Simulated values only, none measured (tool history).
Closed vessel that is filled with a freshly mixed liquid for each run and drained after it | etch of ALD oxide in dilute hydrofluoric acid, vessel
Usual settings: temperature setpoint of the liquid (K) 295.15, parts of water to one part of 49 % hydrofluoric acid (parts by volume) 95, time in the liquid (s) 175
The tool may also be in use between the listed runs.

run	hour	temperature setpoint of the liquid (K)	parts of water to one part of 49 % hydrofluoric acid (parts by volume)	time in the liquid (s)	read-back film thickness of the ALD oxide reference wafer, read on the same gauge (nm)	thickness taken off the ALD oxide on a monitor wafer (nm)
1	0.0	295.15	60	110	110.00	45.44
2	49.7	295.15	60	110	109.99	44.60
# hour 149.6: gauge calibrated
# hour 257.6: hydrofluoric acid flow meter replaced
3	258.9	295.15	60	110	110.00	43.85
4	308.7	295.15	95	175	110.01	42.64
5	370.0	295.15	95	175	110.00	42.59
6	410.7	295.15	95	175	110.01	43.24
7	442.5	298.15	115	175	110.01	39.12
8	471.9	295.15	120	175	109.99	33.39
9	543.2	295.15	120	175	110.00	33.92
10	582.2	295.15	95	175	109.99	44.37
11	650.3	295.15	95	150	109.99	39.13
12	736.9	295.15	95	175	110.00	46.28
# hour 774.0: hydrofluoric acid flow meter replaced
13	775.5	295.15	95	175	109.99	41.58
14	829.9	295.15	95	175	110.00	42.52
15	871.2	295.15	125	175	110.00	31.00
# hour 874.3: thermometer replaced
16	926.2	292.65	135	250	110.01	37.00
17	953.9	295.15	95	150	110.01	36.85

Run 18 comes next. What will it give?
18	1008.6	295.15	95	175	?	?

Run 18 gave read-back film thickness of the ALD oxide reference wafer, read on the same gauge (nm) 109.99, thickness taken off the ALD oxide on a monitor wafer (nm) 44.54.
Without the tool's hidden state the same run would have given thickness taken off the ALD oxide on a monitor wafer (nm) 42.06.

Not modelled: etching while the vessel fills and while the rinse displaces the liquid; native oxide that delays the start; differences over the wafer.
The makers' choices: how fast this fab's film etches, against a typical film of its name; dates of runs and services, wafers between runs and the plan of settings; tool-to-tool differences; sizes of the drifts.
